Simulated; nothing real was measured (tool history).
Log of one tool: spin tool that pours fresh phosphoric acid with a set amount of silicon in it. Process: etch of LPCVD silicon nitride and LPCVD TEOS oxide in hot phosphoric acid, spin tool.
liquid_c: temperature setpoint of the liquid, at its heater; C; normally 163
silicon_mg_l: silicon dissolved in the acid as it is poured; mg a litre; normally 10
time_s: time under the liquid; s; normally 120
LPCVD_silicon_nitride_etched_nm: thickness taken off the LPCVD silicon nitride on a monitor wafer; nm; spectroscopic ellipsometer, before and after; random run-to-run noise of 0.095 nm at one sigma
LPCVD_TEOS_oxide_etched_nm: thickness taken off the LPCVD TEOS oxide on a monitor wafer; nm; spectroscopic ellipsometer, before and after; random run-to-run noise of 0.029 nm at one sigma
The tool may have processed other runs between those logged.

| run | hour | liquid_c | silicon_mg_l | time_s | read-back film thickness of the LPCVD silicon nitride reference wafer, read on the same gauge (nm) | read-back film thickness of the LPCVD TEOS oxide reference wafer, read on the same gauge (nm) | LPCVD_silicon_nitride_etched_nm | LPCVD_TEOS_oxide_etched_nm |
|---|---|---|---|---|---|---|---|---|
| 1 | 0 | 161 | 10 | 120 | 50.01 | 139.999 | 11.35 | 0.346 |
| 2 | 51.3 | 161 | 10 | 120 | 49.98 | 139.946 | 11.4 | 0.344 |
| 3 | 89.1 | 163 | 12 | 120 | 50.01 | 140.012 | 11.97 | 0.372 |
|  | 122.4 | thermometer replaced |
| 4 | 127.3 | 163 | 10 | 120 | 49.99 | 139.935 | 12.51 | 0.456 |
|  | 141.9 | gauge calibrated |
| 5 | 191.2 | 165.5 | 16 | 175 | 49.98 | 140.009 | 19.74 | 0.662 |
| 6 | 260.1 | 163 | 10 | 120 | 50.02 | 140.029 | 12.42 | 0.477 |
|  | 287.6 | heated supply line repaired |
| 7 | 289.7 | 161 | 5.5 | 75 | 50.01 | 139.977 | 7.24 | 0.257 |
| 8 | 331.5 | 163 | 10 | 120 | 49.99 | 139.975 | 12.28 | 0.429 |
| 9 | 357.8 | 164.5 | 7 | 145 | 49.99 | 139.958 | 15.76 | 0.653 |
| 10 | 392.3 | 165 | 6.5 | 120 | 50 | 140.03 | 13.21 | 0.555 |
| 11 | 418 | 163 | 10 | 120 | 50 | 140.008 | 12.31 | 0.442 |
| 12 | 445.8 | 164.5 | 10 | 95 | 50.01 | 139.968 | 10.25 | 0.377 |
| 13 | 516.3 | 163 | 10 | 120 | 50 | 139.997 | 12.48 | 0.454 |
| 14 | 577.1 | 164.5 | 5.5 | 120 | 50.01 | 140.037 | 13.05 | 0.575 |
|  | 617.6 | dissolved silicon flow meter replaced |
| 15 | 636.5 | 162 | 18 | 65 | 50.02 | 139.968 | 6.52 | 0.178 |
| 16 | 682 | 164.5 | 15.5 | 120 | 50.01 | 140.025 | 12.92 | 0.408 |
| 17 | 732.5 | 163 | 10 | 120 | 49.99 | 139.994 | 12.23 | 0.448 |
| 18 | 769.1 | 163 | 10 | 120 | 49.99 | 139.993 | 12.39 | 0.441 |
| 19 | 837 | 166 | 13.5 | 120 | 50.01 | 140.01 | 13.53 | 0.495 |
| 20 | 881.4 | 161.5 | 15.5 | 150 | 49.98 | 140.024 | 14.48 | 0.44 |
| 21 | 952.9 | 164 | 10 | 50 | 50 | 140.018 | 5.26 | 0.179 |

Results for each run, recomputed without the tool's hidden state and with each run's random variation untouched:
The tool's hidden condition here consists of: liquid colder than its thermometer reads (K); dissolved silicon flow above the setpoint (%); temperature lost on the way to the wafer (K); gauge reads high (%).
| run | LPCVD_silicon_nitride_etched_nm | LPCVD_TEOS_oxide_etched_nm |
|---|---|---|
| 1 | 11.85 | 0.381 |
| 2 | 11.92 | 0.379 |
| 3 | 12.53 | 0.411 |
| 4 | 12.58 | 0.461 |
| 5 | 19.88 | 0.672 |
| 6 | 12.52 | 0.486 |
| 7 | 7.31 | 0.262 |
| 8 | 12.41 | 0.439 |
| 9 | 15.93 | 0.669 |
| 10 | 13.37 | 0.569 |
| 11 | 12.46 | 0.454 |
| 12 | 10.39 | 0.388 |
| 13 | 12.67 | 0.469 |
| 14 | 13.27 | 0.595 |
| 15 | 6.63 | 0.185 |
| 16 | 13.16 | 0.425 |
| 17 | 12.47 | 0.468 |
| 18 | 12.65 | 0.462 |
| 19 | 13.84 | 0.52 |
| 20 | 14.83 | 0.463 |
| 21 | 5.39 | 0.189 |

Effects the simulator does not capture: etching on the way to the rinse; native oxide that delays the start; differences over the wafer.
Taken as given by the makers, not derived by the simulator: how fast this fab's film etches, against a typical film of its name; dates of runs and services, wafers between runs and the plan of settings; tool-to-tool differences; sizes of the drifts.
